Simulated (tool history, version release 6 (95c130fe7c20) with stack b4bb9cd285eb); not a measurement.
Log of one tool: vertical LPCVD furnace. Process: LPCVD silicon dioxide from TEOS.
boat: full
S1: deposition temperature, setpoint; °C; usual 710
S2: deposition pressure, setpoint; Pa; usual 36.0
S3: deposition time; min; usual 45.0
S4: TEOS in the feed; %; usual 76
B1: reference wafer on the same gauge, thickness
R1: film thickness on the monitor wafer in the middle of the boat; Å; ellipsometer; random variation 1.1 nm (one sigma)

Run 1, day 0.000: usual settings; B1 416.75. Result: R1 4496.9 Å.
Run 2, day 1.783: usual settings but S4 82 %; B1 417.18. Result: R1 4635.1 Å.
Run 3, day 9.679: usual settings but S4 82 %; B1 417.26. Result: R1 4641.6 Å.
Run 4, day 11.771: usual settings; B1 417.34. Result: R1 4463.9 Å.
Run 5, day 13.633: usual settings; B1 417.03. Result: R1 4466.4 Å.
Run 6, day 16.258: usual settings but S1 713 °C; B1 416.61. Result: R1 4765.0 Å.
At day 18.992: gauge calibrated.
Run 7, day 19.192: usual settings but S1 713 °C; B1 417.15. Result: R1 4796.9 Å.
Run 8, day 21.650: usual settings but S1 713 °C; B1 417.03. Result: R1 4775.6 Å.
Run 9, day 23.725: usual settings; B1 417.25. Result: R1 4444.7 Å.
Run 10, day 26.225: usual settings but S4 81 %; B1 417.27. Result: R1 4630.8 Å.
Run 11, day 28.271: usual settings but S4 81 %; B1 417.09. Result: R1 4601.8 Å.
Run 12, day 29.271: usual settings but S2 29.3 Pa, S3 62.0 min; B1 416.90. Result: R1 5516.9 Å.
At day 31.046: TEOS flow controller replaced.
Run 13, day 31.846: usual settings but S1 719 °C, S2 44.0 Pa, S3 32.0 min, S4 91 %; B1 416.72. Result: R1 4705.6 Å.
At day 34.250: pressure gauge zeroed.
At day 35.108: thermocouples replaced and temperature profile calibrated.
Run 14, day 35.129: usual settings but S3 27.0 min; B1 417.18. Result: R1 2479.3 Å.
Run 15, day 37.867: usual settings but S1 714 °C, S2 41.3 Pa, S3 58.5 min, S4 80 %; B1 416.94. Result: R1 6475.9 Å.
Run 16, day 39.167: usual settings but S1 717 °C, S2 38.7 Pa, S3 50.5 min; B1 416.78. Result: R1 5684.8 Å.
Run 17, day 41.079: usual settings but S1 721 °C; B1 416.97. Result: R1 5354.0 Å.
Run 18, day 42.150: usual settings but S2 29.3 Pa, S3 58.5 min; B1 417.25. Result: R1 4901.0 Å.
Run 19, day 43.212: usual settings but S2 44.0 Pa, S3 56.5 min; B1 416.87. Result: R1 5797.2 Å.
Run 20, day 44.546: usual settings; B1 416.92. Result: R1 4192.4 Å.
Run 21, day 46.475: usual settings but S1 719 °C, S2 44.0 Pa, S3 32.0 min, S4 91 %; B1 416.89. Result: R1 4424.1 Å.
Run 22, day 49.400: usual settings but S2 29.3 Pa, S4 91 %; B1 417.32. Result: R1 4166.5 Å.
Run 23, day 52.375: usual settings but S1 699 °C; B1 417.16. Result: R1 3295.3 Å.

Some steps in R1 between neighbouring runs. How much of each would the tool show without its hidden state too (settings, what came in, random variation), and how much is left for the hidden state, with any gauge scatter that isn't in both results?
The hidden state here: true tube temperature minus thermocouple reading, K; true pressure minus gauge reading, mTorr; deviation of the TEOS flow from its setpoint, %; gauge reads high (%).
Run 13 -> 14: S1 719 -> 710, S2 44.0 -> 36.0, S3 32.0 -> 27.0, S4 91 -> 76, pressure gauge zeroed, thermocouples replaced and temperature profile calibrated. R1 -2226.3 Å: hidden state -360.5, all else -1865.8.
Run 14 -> 15: S1 710 -> 714, S2 36.0 -> 41.3, S3 27.0 -> 58.5, S4 76 -> 80. R1 +3996.6 Å: hidden state +55.4, all else +3941.2.

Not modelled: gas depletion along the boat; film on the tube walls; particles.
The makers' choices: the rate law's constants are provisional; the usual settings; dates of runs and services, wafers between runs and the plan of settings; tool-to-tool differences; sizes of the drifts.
